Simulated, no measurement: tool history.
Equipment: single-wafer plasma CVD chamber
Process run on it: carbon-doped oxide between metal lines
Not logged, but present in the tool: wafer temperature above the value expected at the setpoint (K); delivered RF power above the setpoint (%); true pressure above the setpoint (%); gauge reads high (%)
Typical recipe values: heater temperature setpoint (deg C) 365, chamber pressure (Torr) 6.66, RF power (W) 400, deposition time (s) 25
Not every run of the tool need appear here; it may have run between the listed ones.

run	hour	heater temperature setpoint (deg C)	chamber pressure (Torr)	RF power (W)	deposition time (s)	wafers since the last listed run	hours since the last thermocouple change	hours since the last RF generator calibration	hours since the last manometer calibration	hours since the showerhead was replaced	hours since the gauge calibration	read-back reference wafer on the same gauge, thickness_nm	mean film thickness on the monitor wafer (angstrom)
1	0	365	6.66	400	25	0	1820	849.4	1144.9	87.4	4.4	128.1	1150.76
2	39	365	7.87	350	25	584	1859	888.4	1183.9	126.4	43.4	128.035	1033.43
3	130.9	365	7.87	350	25	1377	1950.9	980.3	1275.8	218.3	135.3	128.064	1029.27
4	209	365	6.66	445	25	1170	2029	1058.4	1353.9	296.4	213.4	127.853	1253.73
5	285.5	376	6.66	400	25	1146	2105.5	1134.9	1430.4	372.9	289.9	127.9	1112.67
# hour 341.7: capacitance manometer re-zeroed and calibrated
6	345.8	365	6.66	400	26.4	783	2165.8	1195.2	4.1	433.2	350.2	128.088	1211.84
7	405.1	365	6.66	400	26.4	888	2225.1	1254.5	63.4	492.5	409.5	128.034	1202.64
# hour 438.4: thermocouple changed; heater temperature recalibrated
8	511.5	365	6.66	400	25	1474	73.1	1360.9	169.8	598.9	515.9	127.956	1154.61
9	598.4	373	5.87	400	25	1302	160	1447.8	256.7	685.8	602.8	127.977	1116.35
10	643.6	354	6.66	400	20.5	677	205.2	1493	301.9	731	648	127.874	981.25
11	709	371	5.86	430	21.5	979	270.6	1558.4	367.3	796.4	713.4	128.086	1020.36
12	767.6	369	6.66	370	25	878	329.2	1617	425.9	855	772	127.948	1068.86
13	858.1	365	5.98	460	25	1356	419.7	1707.5	516.4	945.5	862.5	128.001	1274.32
14	932.7	350	7.6	325	28.9	1117	494.3	1782.1	591	1020.1	937.1	128.019	1163.82
15	969.2	365	6.66	400	25	546	530.8	1818.6	627.5	1056.6	973.6	127.843	1148.9
# hour 986.4: RF generator calibrated
16	1066.2	365	6.66	425	25	1333	627.8	79.8	724.5	1153.6	1070.6	128.096	1242.38
17	1120.5	365	6.66	400	28.3	813	682.1	134.1	778.8	1207.9	1124.9	127.895	1336.83
18	1161.3	354	6.66	400	20.5	611	722.9	174.9	819.6	1248.7	1165.7	127.955	996.87
19	1222.6	365	6.66	400	25	918	784.2	236.2	880.9	1310	1227	127.961	1165.85
20	1308.2	365	6.66	400	25	1282	869.8	321.8	966.5	1395.6	1312.6	128.03	1163.79
21	1400.3	365	5.52	400	29.2	1380	961.9	413.9	1058.6	1487.7	1404.7	127.941	1320.1
# hour 1459.2: capacitance manometer re-zeroed and calibrated
22	1459.6	358	6.66	400	25	768	1021.2	473.2	0.4	1547	1464	128.165	1178.09
23	1516.1	365	6.66	340	22.6	846	1077.7	529.7	56.9	1603.5	1520.5	127.958	912.36
24	1615.3	354	6.66	400	25	1486	1176.9	628.9	156.1	1702.7	1619.7	128.076	1189.94
25	1671.4	365	6.66	400	25	840	1233	685	212.2	1758.8	1675.8	128.138	1149.24
26	1721.8	365	7.81	400	26.5	755	1283.4	735.4	262.6	1809.2	1726.2	128.045	1226.93
27	1775.2	365	6.66	400	25	800	1336.8	788.8	316	1862.6	1779.6	128.122	1147.36

Consider 5 possible next runs. They are alternatives, not a sequence: every one starts from the tool as it was left by run 27. What does each give?
A	1775.6	365	6.66	400	25	5	1337.2	789.2	316.4	1863	1780	?	?
B	1775.6	365	7.44	400	20.2	5	1337.2	789.2	316.4	1863	1780	?	?
C	1775.6	361	7.21	320	25	5	1337.2	789.2	316.4	1863	1780	?	?
D	1775.6	365	7.96	400	29.1	5	1337.2	789.2	316.4	1863	1780	?	?
E	1775.6	365	5.36	450	25	5	1337.2	789.2	316.4	1863	1780	?	?

run	read-back reference wafer on the same gauge, thickness_nm	mean film thickness on the monitor wafer (angstrom)
A	128.046	1142.11
B	128.046	933.95
C	128.046	956.99
D	128.046	1344.09
E	128.046	1219.47
Without the tool's unlogged condition, the same runs would have read:
run	mean film thickness on the monitor wafer (angstrom)
A	1197.14
B	978.95
C	1006.11
D	1408.86
E	1277.95
